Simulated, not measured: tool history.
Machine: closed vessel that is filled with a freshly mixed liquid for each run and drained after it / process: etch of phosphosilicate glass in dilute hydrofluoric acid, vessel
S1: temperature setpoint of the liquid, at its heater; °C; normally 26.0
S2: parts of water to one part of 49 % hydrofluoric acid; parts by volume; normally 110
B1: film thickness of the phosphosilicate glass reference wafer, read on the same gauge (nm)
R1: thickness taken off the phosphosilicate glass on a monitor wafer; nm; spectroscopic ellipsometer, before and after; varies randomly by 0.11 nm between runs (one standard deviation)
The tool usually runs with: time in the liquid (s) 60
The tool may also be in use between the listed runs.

run 1 day=0.000 | S1=27.5 S2=110 time_in_the_liquid_(s)=60 | B1=70.01 | R1=35.89
run 2 day=0.325 | S1=27.5 S2=110 time_in_the_liquid_(s)=60 | B1=70.01 | R1=35.70
run 3 day=0.671 | S1=26.0 S2=110 time_in_the_liquid_(s)=60 | B1=70.00 | R1=33.65
run 4 day=1.208 | S1=26.0 S2=110 time_in_the_liquid_(s)=60 | B1=69.97 | R1=33.63
run 5 day=1.604 | S1=26.0 S2=110 time_in_the_liquid_(s)=60 | B1=70.03 | R1=33.61
run 6 day=1.892 | S1=26.0 S2=75 time_in_the_liquid_(s)=45 | B1=70.00 | R1=38.73
run 7 day=2.171 | S1=26.0 S2=75 time_in_the_liquid_(s)=45 | B1=70.02 | R1=38.56
run 8 day=2.429 | S1=28.5 S2=110 time_in_the_liquid_(s)=35 | B1=69.99 | R1=21.48
-- day=2.583 hydrofluoric acid flow meter replaced
run 9 day=3.150 | S1=26.0 S2=75 time_in_the_liquid_(s)=45 | B1=70.00 | R1=38.33
-- day=3.383 gauge calibrated
run 10 day=3.600 | S1=29.0 S2=125 time_in_the_liquid_(s)=45 | B1=69.98 | R1=24.43
run 11 day=4.158 | S1=22.5 S2=160 time_in_the_liquid_(s)=30 | B1=69.99 | R1=9.46
run 12 day=4.471 | S1=30.5 S2=90 time_in_the_liquid_(s)=60 | B1=70.00 | R1=49.73
-- day=4.654 thermometer replaced
run 13 day=4.871 | S1=26.0 S2=110 time_in_the_liquid_(s)=70 | B1=70.01 | R1=42.06
run 14 day=5.158 | S1=26.0 S2=80 time_in_the_liquid_(s)=60 | B1=69.98 | R1=51.57
run 15 day=6.050 | S1=28.5 S2=110 time_in_the_liquid_(s)=60 | B1=70.00 | R1=39.39
run 16 day=6.508 | S1=26.0 S2=110 time_in_the_liquid_(s)=60 | B1=70.00 | R1=35.89

Give the tool's hidden conditions for every run:
hydrofluoric acid flow above the setpoint (%): 0, the same for each run
gauge reads high (%): 0, the same for each run
H1: liquid colder than its thermometer reads (K)
run=1 H1=1.87
run=2 H1=1.9
run=3 H1=1.93
run=4 H1=1.99
run=5 H1=2.02
run=6 H1=2.05
run=7 H1=2.08
run=8 H1=2.1
run=9 H1=2.17
run=10 H1=2.21
run=11 H1=2.27
run=12 H1=2.3
run=13 H1=0.212
run=14 H1=0.239
run=15 H1=0.324
run=16 H1=0.368
